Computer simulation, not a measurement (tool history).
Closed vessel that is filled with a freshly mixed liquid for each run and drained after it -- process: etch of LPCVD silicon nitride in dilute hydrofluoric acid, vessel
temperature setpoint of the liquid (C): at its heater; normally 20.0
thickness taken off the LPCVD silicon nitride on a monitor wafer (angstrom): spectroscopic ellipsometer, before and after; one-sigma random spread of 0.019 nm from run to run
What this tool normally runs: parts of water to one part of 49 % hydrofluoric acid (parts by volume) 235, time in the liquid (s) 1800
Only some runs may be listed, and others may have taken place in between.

run   hour  temperature setpoint of the liquid (C)  parts of water to one part of 49 % hydrofluoric acid (parts by volume)  time in the liquid (s)  wafers since the last listed run  hours since the thermometer was replaced  hours since the hydrofluoric acid flow meter was replaced  hours since the gauge calibration  read-back film thickness of the LPCVD silicon nitride reference wafer, read on the same gauge (nm)  thickness taken off the LPCVD silicon nitride on a monitor wafer (angstrom)
  1    0.0                                    17.0                                                                     235                    1800                                 0                                    2379.4                                                     1682.6                              114.6                                                                                              80.019                                                                        22.61
  2    7.4                                    20.0                                                                     235                    1800                               208                                    2386.8                                                     1690.0                              122.0                                                                                              79.995                                                                        27.54
  3   20.0                                    20.0                                                                     235                    1800                               354                                    2399.4                                                     1702.6                              134.6                                                                                              79.985                                                                        27.82
  4   36.7                                    20.0                                                                     235                    1800                               469                                    2416.1                                                     1719.3                              151.3                                                                                              79.984                                                                        27.63
  5   48.4                                    20.0                                                                     235                    1800                               329                                    2427.8                                                     1731.0                              163.0                                                                                              80.011                                                                        27.91
  6   59.7                                    20.0                                                                     235                    1800                               317                                    2439.1                                                     1742.3                              174.3                                                                                              80.016                                                                        27.74
  7   73.0                                    20.0                                                                     235                    1800                               374                                    2452.4                                                     1755.6                              187.6                                                                                              80.016                                                                        28.04
  8   79.7                                    20.0                                                                     235                    1800                               188                                    2459.1                                                     1762.3                              194.3                                                                                              79.993                                                                        27.74
  9   95.4                                    20.0                                                                     235                    1800                               441                                    2474.8                                                     1778.0                              210.0                                                                                              80.005                                                                        27.59
 10  101.7                                    20.0                                                                     235                    1800                               177                                    2481.1                                                     1784.3                              216.3                                                                                              79.985                                                                        27.68
     105.9  -- hydrofluoric acid flow meter replaced
 11  119.2                                    20.0                                                                     235                    1435                               464                                    2498.6                                                       13.3                              233.8                                                                                              80.004                                                                        21.99
     130.1  -- gauge calibrated
 12  134.9                                    20.0                                                                     235                    1800                               441                                    2514.3                                                       29.0                                4.8                                                                                              80.005                                                                        27.66
     148.1  -- thermometer replaced
 13  149.3                                    20.0                                                                     235                    1800                               376                                       1.2                                                       43.4                               19.2                                                                                              80.004                                                                        27.66
 14  157.3                                    20.0                                                                     235                    1800                               225                                       9.2                                                       51.4                               27.2                                                                                              80.007                                                                        27.69
 15  172.9                                    20.0                                                                     235                    1800                               438                                      24.8                                                       67.0                               42.8                                                                                              80.012                                                                        27.50
 16  189.9                                    18.5                                                                     140                    1155                               478                                      41.8                                                       84.0                               59.8                                                                                              80.004                                                                        26.19
 17  199.1                                    22.5                                                                     145                    1170                               258                                      51.0                                                       93.2                               69.0                                                                                              80.004                                                                        33.80
 18  212.8                                    22.0                                                                     150                     820                               385                                      64.7                                                      106.9                               82.7                                                                                              80.010                                                                        22.17
 19  223.2                                    18.5                                                                     265                    2525                               292                                      75.1                                                      117.3                               93.1                                                                                              80.006                                                                        31.62
 20  237.9                                    20.0                                                                     235                    1800                               413                                      89.8                                                      132.0                              107.8                                                                                              80.026                                                                        27.59
 21  255.8                                    20.0                                                                     275                    2860                               503                                     107.7                                                      149.9                              125.7                                                                                              79.993                                                                        37.47
 22  270.2                                    17.5                                                                     125                     790                               405                                     122.1                                                      164.3                              140.1                                                                                              79.991                                                                        18.90
 23  281.8                                    20.0                                                                     270                    1800                               326                                     133.7                                                      175.9                              151.7                                                                                              80.009                                                                        24.31

Alternative continuations, all from the tool just after run 23; predict every row:
  A  282.9                                    20.0                                                                     235                    1800                                30                                     134.8                                                      177.0                              152.8                                                                                                   ?                                                                            ?
  B  282.9                                    17.5                                                                     200                    2100                                30                                     134.8                                                      177.0                              152.8                                                                                                   ?                                                                            ?
  C  282.9                                    20.0                                                                     140                    2680                                30                                     134.8                                                      177.0                              152.8                                                                                                   ?                                                                            ?
  D  282.9                                    17.0                                                                     280                    2755                                30                                     134.8                                                      177.0                              152.8                                                                                                   ?                                                                            ?
  E  282.9                                    24.5                                                                     140                    2155                                30                                     134.8                                                      177.0                              152.8                                                                                                   ?                                                                            ?

run  read-back film thickness of the LPCVD silicon nitride reference wafer, read on the same gauge (nm)  thickness taken off the LPCVD silicon nitride on a monitor wafer (angstrom)
  A                                                                                              79.983                                                                        27.98
  B                                                                                              79.983                                                                        32.33
  C                                                                                              79.983                                                                        68.93
  D                                                                                              79.983                                                                        29.75
  E                                                                                              79.983                                                                        74.51
Stripped of hidden state, with their random variation kept, the same runs would have yielded:
run  thickness taken off the LPCVD silicon nitride on a monitor wafer (angstrom)
  A                                                                        27.98
  B                                                                        32.33
  C                                                                        68.93
  D                                                                        29.75
  E                                                                        74.51

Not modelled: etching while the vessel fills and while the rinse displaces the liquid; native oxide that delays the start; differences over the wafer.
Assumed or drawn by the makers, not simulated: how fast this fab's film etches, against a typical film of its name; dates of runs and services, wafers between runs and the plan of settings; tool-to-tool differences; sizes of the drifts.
